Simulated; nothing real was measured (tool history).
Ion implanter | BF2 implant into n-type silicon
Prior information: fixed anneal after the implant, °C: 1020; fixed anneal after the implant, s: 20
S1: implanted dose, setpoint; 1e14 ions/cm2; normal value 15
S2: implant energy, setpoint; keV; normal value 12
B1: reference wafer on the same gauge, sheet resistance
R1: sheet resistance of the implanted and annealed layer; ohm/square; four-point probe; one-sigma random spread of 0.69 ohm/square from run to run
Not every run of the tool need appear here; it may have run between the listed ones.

{"run": 1, "hour": 0.0, "S1": 16.42, "S2": 12, "B1": 205.24, "R1": 182.41}
{"run": 2, "hour": 40.2, "S1": 16.42, "S2": 12, "B1": 205.19, "R1": 182.87}
{"run": 3, "hour": 123.6, "S1": 16.42, "S2": 12, "B1": 204.97, "R1": 182.13}
{"run": 4, "hour": 177.0, "S1": 11.56, "S2": 12, "B1": 204.9, "R1": 196.81}
{"run": 5, "hour": 236.6, "S1": 11.56, "S2": 12, "B1": 204.62, "R1": 196.15}
{"run": 6, "hour": 315.4, "S1": 15, "S2": 12, "B1": 204.33, "R1": 183.34}
{"run": 7, "hour": 361.1, "S1": 15, "S2": 12, "B1": 204.23, "R1": 182.59}
{"run": 8, "hour": 419.2, "S1": 15, "S2": 14, "B1": 203.74, "R1": 174.95}
{"run": 9, "hour": 485.4, "S1": 15, "S2": 12, "B1": 203.72, "R1": 183.66}
{"hour": 594.8, "done": "gauge calibrated"}
{"run": 10, "hour": 740.4, "S1": 11.59, "S2": 12, "B1": 208.02, "R1": 198.35}
{"run": 11, "hour": 779.5, "S1": 11.59, "S2": 12, "B1": 207.94, "R1": 199.42}
{"run": 12, "hour": 862.0, "S1": 16.54, "S2": 12, "B1": 207.93, "R1": 184.2}
{"run": 13, "hour": 938.3, "S1": 16.54, "S2": 12, "B1": 207.79, "R1": 185.69}
{"run": 14, "hour": 1012.5, "S1": 16.51, "S2": 12, "B1": 207.73, "R1": 184}
{"run": 15, "hour": 1109.3, "S1": 18.41, "S2": 12, "B1": 207.72, "R1": 183.06}
{"run": 16, "hour": 1205.3, "S1": 19.26, "S2": 12, "B1": 207.58, "R1": 182.06}
{"run": 17, "hour": 1272.7, "S1": 12.5, "S2": 13, "B1": 207.74, "R1": 190.35}
{"run": 18, "hour": 1336.2, "S1": 15, "S2": 12, "B1": 207.5, "R1": 185.56}
{"hour": 1442.8, "done": "Faraday cup replaced and dose calibrated"}
{"run": 19, "hour": 1443.3, "S1": 18.77, "S2": 12, "B1": 207.23, "R1": 181.28}
{"run": 20, "hour": 1541.6, "S1": 18.81, "S2": 12, "B1": 207.04, "R1": 180.75}
{"run": 21, "hour": 1592.7, "S1": 15, "S2": 12, "B1": 206.91, "R1": 185.74}
{"run": 22, "hour": 1633.0, "S1": 18.28, "S2": 10.5, "B1": 207.04, "R1": 188.83}
{"hour": 1678.8, "done": "extraction supply calibrated"}
{"run": 23, "hour": 1679.3, "S1": 16.42, "S2": 12, "B1": 207.08, "R1": 182.86}
{"run": 24, "hour": 1763.9, "S1": 12.71, "S2": 12, "B1": 206.69, "R1": 191.57}
{"run": 25, "hour": 1833.0, "S1": 16.45, "S2": 12, "B1": 206.67, "R1": 184.13}
{"run": 26, "hour": 1898.3, "S1": 16.76, "S2": 8, "B1": 206.45, "R1": 203.01}
{"run": 27, "hour": 1990.0, "S1": 11.25, "S2": 10.5, "B1": 206.1, "R1": 205.02}
{"run": 28, "hour": 2050.0, "S1": 11.48, "S2": 15.5, "B1": 206.07, "R1": 182.36}
{"run": 29, "hour": 2158.0, "S1": 18.48, "S2": 9, "B1": 205.58, "R1": 195.61}
{"run": 30, "hour": 2255.6, "S1": 16.98, "S2": 12, "B1": 205.33, "R1": 181.5}
{"run": 31, "hour": 2354.5, "S1": 16.19, "S2": 15.5, "B1": 204.86, "R1": 167.72}
{"run": 32, "hour": 2446.6, "S1": 15, "S2": 12, "B1": 204.54, "R1": 183.71}
{"run": 33, "hour": 2491.7, "S1": 15, "S2": 12, "B1": 204.46, "R1": 184.35}
{"run": 34, "hour": 2541.7, "S1": 10.84, "S2": 9, "B1": 204.41, "R1": 213.74}
{"run": 35, "hour": 2602.1, "S1": 15, "S2": 13.5, "B1": 204.31, "R1": 177.68}
{"run": 36, "hour": 2705.4, "S1": 18.41, "S2": 12, "B1": 203.67, "R1": 178.21}

A few steps of R1 between consecutive runs. Split each: what settings, incoming material and random variation would produce without the hidden state, and what is left over for the hidden state, along with gauge scatter present in only one of the two compared results (measured, and without hidden state):
What the log doesn't record here: deviation of the true dose from the Faraday cup's reading, %; deviation of the true energy from its setpoint, %; gauge reads high (%).
Run 9 -> 10: S1 15 -> 11.59, gauge calibrated. R1 +14.69 ohm/square: hidden state +3.96, all else +10.73.
Run 27 -> 28: S1 11.25 -> 11.48, S2 10.5 -> 15.5. R1 -22.66 ohm/square: hidden state +0.05, all else -22.71.
Run 31 -> 32: S1 16.19 -> 15, S2 15.5 -> 12. R1 +15.99 ohm/square: hidden state -0.53, all else +16.52.
Run 33 -> 34: S1 15 -> 10.84, S2 12 -> 9. R1 +29.39 ohm/square: hidden state -0.71, all else +30.1.
Run 34 -> 35: S1 10.84 -> 15, S2 9 -> 13.5. R1 -36.06 ohm/square: hidden state +0.44, all else -36.5.
